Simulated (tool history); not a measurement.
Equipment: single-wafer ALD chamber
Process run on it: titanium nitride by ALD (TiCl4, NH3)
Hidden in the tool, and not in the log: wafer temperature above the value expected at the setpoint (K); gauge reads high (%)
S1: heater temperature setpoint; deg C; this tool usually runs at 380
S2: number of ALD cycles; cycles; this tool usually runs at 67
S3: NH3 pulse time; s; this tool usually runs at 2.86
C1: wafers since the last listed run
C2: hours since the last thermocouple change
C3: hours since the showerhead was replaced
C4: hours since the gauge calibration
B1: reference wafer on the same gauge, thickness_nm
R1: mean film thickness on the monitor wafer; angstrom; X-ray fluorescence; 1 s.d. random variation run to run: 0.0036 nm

run   hour   S1  S2    S3   C1      C2      C3     C4     B1     R1
  1    0.0  380  67  2.86    0  2145.1  5570.5  144.4  1.496  14.42
  2    6.4  370  67  2.86   20  2151.5  5576.9  150.8  1.499  14.29
  3   23.2  370  67  2.86   53  2168.3  5593.7  167.6  1.496  14.27
  4   29.3  370  67  2.86   19  2174.4  5599.8  173.7  1.495  14.29
  5   44.2  377  67  3.64   47  2189.3  5614.7  188.6  1.496  14.53
  6   60.9  377  67  3.64   52  2206.0  5631.4  205.3  1.495  14.54
  7   68.0  377  67  3.64   22  2213.1  5638.5  212.4  1.495  14.50
  8   76.2  380  67  2.86   25  2221.3  5646.7  220.6  1.493  14.33
  9   86.5  380  67  3.63   32  2231.6  5657.0  230.9  1.492  14.45
     107.1  -- showerhead replaced
     112.5  -- thermocouple changed; heater temperature recalibrated
 10  113.0  380  67  3.63   41     0.5     5.9  257.4  1.490  14.46
 11  113.5  380  74  2.86    1     1.0     6.4  257.9  1.489  15.76
 12  115.6  380  74  2.86    6     3.1     8.5  260.0  1.487  15.83
 13  124.2  380  67  2.86   27    11.7    17.1  268.6  1.489  14.31
 14  143.5  389  67  3.54   60    31.0    36.4  287.9  1.486  14.47
 15  155.1  389  67  3.54   36    42.6    48.0  299.5  1.486  14.54
     160.1  -- gauge calibrated
 16  168.8  380  67  2.86   43    56.3    61.7    8.7  1.500  14.45
 17  181.9  377  67  3.64   41    69.4    74.8   21.8  1.499  14.57
 18  192.9  380  67  2.86   34    80.4    85.8   32.8  1.502  14.45
 19  201.0  375  67  2.86   25    88.5    93.9   40.9  1.500  14.34
 20  210.4  380  76  3.45   29    97.9   103.3   50.3  1.499  16.52
 21  221.0  380  67  2.86   33   108.5   113.9   60.9  1.501  14.51
 22  234.8  380  62  1.91   43   122.3   127.7   74.7  1.500  13.05
 23  247.7  373  67  2.86   40   135.2   140.6   87.6  1.499  14.37
 24  259.8  380  61  2.86   38   147.3   152.7   99.7  1.500  13.12
 25  271.2  380  67  2.86   36   158.7   164.1  111.1  1.498  14.38
 26  285.1  393  62  3.63   43   172.6   178.0  125.0  1.496  13.50
 27  294.2  392  74  2.86   28   181.7   187.1  134.1  1.496  16.02
 28  307.8  380  67  2.86   42   195.3   200.7  147.7  1.498  14.43
 29  320.8  369  78  1.99   41   208.3   213.7  160.7  1.495  16.20
 30  336.7  380  67  2.86   50   224.2   229.6  176.6  1.494  14.32
 31  343.5  388  76  4.00   21   231.0   236.4  183.4  1.494  16.55
 32  392.0  380  57  2.86  153   279.5   284.9  231.9  1.489  12.16
 33  398.4  366  67  2.86   20   285.9   291.3  238.3  1.490  14.16
 34  407.7  374  55  1.84   29   295.2   300.6  247.6  1.488  11.36
 35  425.4  380  74  2.49   55   312.9   318.3  265.3  1.487  15.62
     432.7  -- gauge calibrated
 36  435.9  380  58  2.00   33   323.4   328.8    3.2  1.502  12.21
 37  442.7  380  67  2.86   21   330.2   335.6   10.0  1.501  14.49
 38  455.3  380  74  2.86   39   342.8   348.2   22.6  1.502  16.01
 39  462.9  375  67  2.86   24   350.4   355.8   30.2  1.503  14.42
 40  480.4  380  67  2.86   55   367.9   373.3   47.7  1.502  14.44

Hidden state or all else? Some run-to-run changes of R1, split into what the settings, what came in and random variation would give without the hidden state, and what is left for the hidden state (with any gauge scatter that isn't in both results):
Run 15 -> 16: S1 389 -> 380, S3 3.54 -> 2.86, gauge calibrated. R1 -0.09 angstrom: hidden state +0.16, all else -0.25.
Run 31 -> 32: S1 388 -> 380, S2 76 -> 57, S3 4.00 -> 2.86. R1 -4.39 angstrom: hidden state -0.02, all else -4.37.
Run 34 -> 35: S1 374 -> 380, S2 55 -> 74, S3 1.84 -> 2.49. R1 +4.26 angstrom: hidden state -0.05, all else +4.31.
Run 35 -> 36: S2 74 -> 58, S3 2.49 -> 2.00, gauge calibrated. R1 -3.41 angstrom: hidden state +0.15, all else -3.56.
